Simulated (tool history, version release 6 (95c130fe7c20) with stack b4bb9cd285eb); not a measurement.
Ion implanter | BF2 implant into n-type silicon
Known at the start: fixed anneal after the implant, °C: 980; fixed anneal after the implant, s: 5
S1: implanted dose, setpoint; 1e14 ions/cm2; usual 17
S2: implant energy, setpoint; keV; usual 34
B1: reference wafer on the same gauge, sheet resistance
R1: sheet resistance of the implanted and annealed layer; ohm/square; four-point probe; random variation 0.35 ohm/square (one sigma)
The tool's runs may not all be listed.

run 1 hour=0 | S1=18.16 S2=34 | B1=155 | R1=165.83
run 2 hour=33.9 | S1=20.63 S2=25.5 | B1=155.01 | R1=194.61
run 3 hour=80.8 | S1=17 S2=34 | B1=155.03 | R1=166.36
run 4 hour=147.3 | S1=17 S2=34 | B1=154.99 | R1=166.14
run 5 hour=181.6 | S1=17 S2=34 | B1=155 | R1=166.68
run 6 hour=206.8 | S1=21.01 S2=40 | B1=155.02 | R1=146.55
run 7 hour=251.7 | S1=21.01 S2=40 | B1=154.98 | R1=146.97
run 8 hour=278 | S1=17 S2=42.5 | B1=154.94 | R1=145.34
run 9 hour=348.3 | S1=17 S2=43 | B1=155.04 | R1=144.4
run 10 hour=386.5 | S1=17 S2=43 | B1=155.07 | R1=144.48
run 11 hour=438.1 | S1=17 S2=34 | B1=155.03 | R1=166.8
run 12 hour=490.3 | S1=17 S2=34 | B1=154.97 | R1=166.55
run 13 hour=561 | S1=13.9 S2=34 | B1=155.06 | R1=171.31
run 14 hour=597.3 | S1=17 S2=34 | B1=155.03 | R1=166.51
run 15 hour=666.1 | S1=20 S2=44 | B1=154.98 | R1=138.42
run 16 hour=733.7 | S1=15.61 S2=43.5 | B1=155.05 | R1=145.48
run 17 hour=783.3 | S1=18.32 S2=40.5 | B1=155.05 | R1=147.9
run 18 hour=835.4 | S1=21.81 S2=30 | B1=155.07 | R1=174.47
run 19 hour=885.4 | S1=20.68 S2=45.5 | B1=154.98 | R1=135.75
run 20 hour=913.3 | S1=14.69 S2=45.5 | B1=155.01 | R1=142.66
run 21 hour=949.8 | S1=21.01 S2=43.5 | B1=155.05 | R1=139.13
run 22 hour=1000.4 | S1=19.22 S2=28.5 | B1=154.98 | R1=182.44
run 23 hour=1025.3 | S1=13.9 S2=34 | B1=154.96 | R1=170.99
run 24 hour=1049.9 | S1=14.28 S2=41.5 | B1=155.11 | R1=151.49
run 25 hour=1085.8 | S1=17 S2=34 | B1=155.08 | R1=166.57
run 26 hour=1128 | S1=17 S2=34 | B1=155 | R1=166.52
run 27 hour=1312 | S1=17 S2=34 | B1=154.92 | R1=169.83
run 28 hour=1354.1 | S1=14.7 S2=39.5 | B1=154.96 | R1=158.74
run 29 hour=1414.1 | S1=20.74 S2=25 | B1=155.01 | R1=201.37
run 30 hour=1440 | S1=12.71 S2=25 | B1=154.99 | R1=213.39
run 31 hour=1497.2 | S1=17 S2=26.5 | B1=154.9 | R1=199.01
run 32 hour=1563.1 | S1=13.35 S2=40 | B1=155.06 | R1=160.24
run 33 hour=1610.8 | S1=14.51 S2=34 | B1=154.94 | R1=173.52
run 34 hour=1653.1 | S1=14.36 S2=24 | B1=154.99 | R1=216.12
run 35 hour=1807.7 | S1=15.63 S2=30.5 | B1=154.97 | R1=183.76
run 36 hour=1835 | S1=17 S2=34 | B1=154.94 | R1=170.05

Taken out of this log: 3 entries between the listed runs. Where each belongs, and how the hidden state differs across it:
Between runs 14 and 15: gauge calibrated (hour 655.8)
  deviation of the true energy from its setpoint, %: 3.9 -> 3.92
  measured less the result without the state, R1: -4 -> -3.34 ohm/square
Between runs 21 and 22: Faraday cup replaced and dose calibrated (hour 959.6)
  no hidden state differs between the two runs
  measured less the result without the state, R1: -3.42 -> -4.48 ohm/square
Between runs 26 and 27: extraction supply calibrated (hour 1268.5)
  deviation of the true energy from its setpoint, %: 3.98 -> 0.0553
  measured less the result without the state, R1: -4.08 -> -0.06 ohm/square
